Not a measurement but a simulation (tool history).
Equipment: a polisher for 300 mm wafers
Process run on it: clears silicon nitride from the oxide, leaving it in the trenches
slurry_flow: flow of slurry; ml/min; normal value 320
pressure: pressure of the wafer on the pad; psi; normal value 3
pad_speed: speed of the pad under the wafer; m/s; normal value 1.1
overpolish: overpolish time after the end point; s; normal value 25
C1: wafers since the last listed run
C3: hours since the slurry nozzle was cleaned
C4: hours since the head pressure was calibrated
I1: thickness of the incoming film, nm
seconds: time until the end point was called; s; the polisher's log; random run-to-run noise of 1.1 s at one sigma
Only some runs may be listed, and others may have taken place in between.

{"run": 1, "hour": 0.0, "slurry_flow": 320, "pressure": 3, "pad_speed": 1.1, "overpolish": 25, "C1": 0, "wafers polished on this pad": 890, "C3": 41.7, "C4": 577.8, "I1": 131.9, "seconds": 109.7}
{"hour": 50.7, "done": "worn pad replaced by a new one"}
{"run": 2, "hour": 62.8, "slurry_flow": 390, "pressure": 3, "pad_speed": 1.1, "overpolish": 25, "C1": 352, "wafers polished on this pad": 72, "C3": 104.5, "C4": 640.6, "I1": 129.6, "seconds": 96.8}
{"run": 3, "hour": 88.5, "slurry_flow": 320, "pressure": 3.6, "pad_speed": 1.1, "overpolish": 25, "C1": 153, "wafers polished on this pad": 226, "C3": 130.2, "C4": 666.3, "I1": 130.1, "seconds": 83.3}
{"run": 4, "hour": 120.3, "slurry_flow": 320, "pressure": 3.6, "pad_speed": 1.1, "overpolish": 25, "C1": 190, "wafers polished on this pad": 417, "C3": 162, "C4": 698.1, "I1": 131, "seconds": 86.3}
{"hour": 157.0, "done": "head pressure recalibrated"}
{"run": 5, "hour": 159.3, "slurry_flow": 320, "pressure": 3.6, "pad_speed": 1.1, "overpolish": 25, "C1": 221, "wafers polished on this pad": 638, "C3": 201, "C4": 2.3, "I1": 129.6, "seconds": 95.6}
{"run": 6, "hour": 201.9, "slurry_flow": 375, "pressure": 3, "pad_speed": 1.1, "overpolish": 33, "C1": 255, "wafers polished on this pad": 894, "C3": 243.6, "C4": 44.9, "I1": 130.8, "seconds": 114.6}
{"run": 7, "hour": 257.2, "slurry_flow": 375, "pressure": 3, "pad_speed": 1.1, "overpolish": 33, "C1": 331, "wafers polished on this pad": 1225, "C3": 298.9, "C4": 100.2, "I1": 130.9, "seconds": 117}
{"hour": 270.0, "done": "worn pad replaced by a new one"}
{"run": 8, "hour": 299.8, "slurry_flow": 375, "pressure": 3, "pad_speed": 1.1, "overpolish": 33, "C1": 231, "wafers polished on this pad": 178, "C3": 341.5, "C4": 142.8, "I1": 129.8, "seconds": 110.1}
{"run": 9, "hour": 344.8, "slurry_flow": 320, "pressure": 3, "pad_speed": 1.1, "overpolish": 25, "C1": 269, "wafers polished on this pad": 448, "C3": 386.5, "C4": 187.8, "I1": 129.4, "seconds": 111.4}
{"run": 10, "hour": 391.7, "slurry_flow": 320, "pressure": 3, "pad_speed": 1.1, "overpolish": 25, "C1": 280, "wafers polished on this pad": 729, "C3": 433.4, "C4": 234.7, "I1": 127.8, "seconds": 112.8}
{"run": 11, "hour": 416.2, "slurry_flow": 320, "pressure": 3, "pad_speed": 1.1, "overpolish": 25, "C1": 146, "wafers polished on this pad": 876, "C3": 457.9, "C4": 259.2, "I1": 130.6, "seconds": 116.6}
{"run": 12, "hour": 460.1, "slurry_flow": 320, "pressure": 3, "pad_speed": 1.1, "overpolish": 25, "C1": 263, "wafers polished on this pad": 1139, "C3": 501.8, "C4": 303.1, "I1": 127.4, "seconds": 114.3}
{"hour": 490.0, "done": "worn pad replaced by a new one"}
{"run": 13, "hour": 505.9, "slurry_flow": 320, "pressure": 3.9, "pad_speed": 1.1, "overpolish": 25, "C1": 250, "wafers polished on this pad": 94, "C3": 547.6, "C4": 348.9, "I1": 132, "seconds": 81.9}
{"run": 14, "hour": 566.7, "slurry_flow": 320, "pressure": 2.3, "pad_speed": 1.38, "overpolish": 25, "C1": 364, "wafers polished on this pad": 459, "C3": 608.4, "C4": 409.7, "I1": 130.3, "seconds": 114.9}
{"run": 15, "hour": 633.7, "slurry_flow": 210, "pressure": 3.6, "pad_speed": 0.78, "overpolish": 25, "C1": 401, "wafers polished on this pad": 860, "C3": 675.4, "C4": 476.7, "I1": 130, "seconds": 139.5}
{"run": 16, "hour": 698.3, "slurry_flow": 360, "pressure": 2.1, "pad_speed": 0.96, "overpolish": 21, "C1": 387, "wafers polished on this pad": 1247, "C3": 740, "C4": 541.3, "I1": 130.8, "seconds": 181.9}
{"hour": 705.3, "done": "slurry nozzle cleaned"}
{"run": 17, "hour": 725.4, "slurry_flow": 320, "pressure": 3, "pad_speed": 0.78, "overpolish": 25, "C1": 156, "wafers polished on this pad": 1404, "C3": 20.1, "C4": 568.4, "I1": 130.8, "seconds": 155.8}
{"hour": 746.3, "done": "worn pad replaced by a new one"}
{"run": 18, "hour": 783.9, "slurry_flow": 275, "pressure": 2.7, "pad_speed": 0.78, "overpolish": 37, "C1": 326, "wafers polished on this pad": 225, "C3": 78.6, "C4": 626.9, "I1": 129.5, "seconds": 163.7}
{"run": 19, "hour": 813.7, "slurry_flow": 320, "pressure": 3, "pad_speed": 1.1, "overpolish": 25, "C1": 178, "wafers polished on this pad": 404, "C3": 108.4, "C4": 656.7, "I1": 131.7, "seconds": 107.6}
{"hour": 875.2, "done": "head pressure recalibrated"}
{"run": 20, "hour": 884.9, "slurry_flow": 220, "pressure": 2.7, "pad_speed": 1.38, "overpolish": 20, "C1": 414, "wafers polished on this pad": 818, "C3": 179.6, "C4": 9.7, "I1": 132.2, "seconds": 109.5}
{"run": 21, "hour": 928.4, "slurry_flow": 320, "pressure": 3, "pad_speed": 1.1, "overpolish": 25, "C1": 260, "wafers polished on this pad": 1079, "C3": 223.1, "C4": 53.2, "I1": 129.6, "seconds": 117.9}
{"run": 22, "hour": 973.5, "slurry_flow": 210, "pressure": 4, "pad_speed": 1.26, "overpolish": 25, "C1": 270, "wafers polished on this pad": 1349, "C3": 268.2, "C4": 98.3, "I1": 129.9, "seconds": 80.2}
{"hour": 992.2, "done": "worn pad replaced by a new one"}
{"run": 23, "hour": 1038.7, "slurry_flow": 390, "pressure": 4, "pad_speed": 1.1, "overpolish": 25, "C1": 366, "wafers polished on this pad": 278, "C3": 333.4, "C4": 163.5, "I1": 131.8, "seconds": 85.5}
{"run": 24, "hour": 1135.0, "slurry_flow": 220, "pressure": 2.7, "pad_speed": 1.38, "overpolish": 20, "C1": 576, "wafers polished on this pad": 855, "C3": 429.7, "C4": 259.8, "I1": 130.9, "seconds": 109.8}

4 options for the next run, each taken on its own from the tool as it stands now. Forecast them:
{"run": "A", "hour": 1135.5, "slurry_flow": 320, "pressure": 3, "pad_speed": 1.1, "overpolish": 30, "C1": 2, "wafers polished on this pad": 858, "C3": 430.2, "C4": 260.3, "I1": 128.2, "seconds": "?"}
{"run": "B", "hour": 1135.5, "slurry_flow": 320, "pressure": 3, "pad_speed": 1.26, "overpolish": 25, "C1": 2, "wafers polished on this pad": 858, "C3": 430.2, "C4": 260.3, "I1": 128.2, "seconds": "?"}
{"run": "C", "hour": 1135.5, "slurry_flow": 215, "pressure": 3.7, "pad_speed": 0.9, "overpolish": 36, "C1": 2, "wafers polished on this pad": 858, "C3": 430.2, "C4": 260.3, "I1": 128.2, "seconds": "?"}
{"run": "D", "hour": 1135.5, "slurry_flow": 245, "pressure": 3, "pad_speed": 0.82, "overpolish": 25, "C1": 2, "wafers polished on this pad": 858, "C3": 430.2, "C4": 260.3, "I1": 128.2, "seconds": "?"}

run=A seconds=112.9
run=B seconds=98.6
run=C seconds=117.3
run=D seconds=156
With no hidden state in the tool, these same runs would have given:
run=A seconds=102.5
run=B seconds=89.5
run=C seconds=106.5
run=D seconds=141.6

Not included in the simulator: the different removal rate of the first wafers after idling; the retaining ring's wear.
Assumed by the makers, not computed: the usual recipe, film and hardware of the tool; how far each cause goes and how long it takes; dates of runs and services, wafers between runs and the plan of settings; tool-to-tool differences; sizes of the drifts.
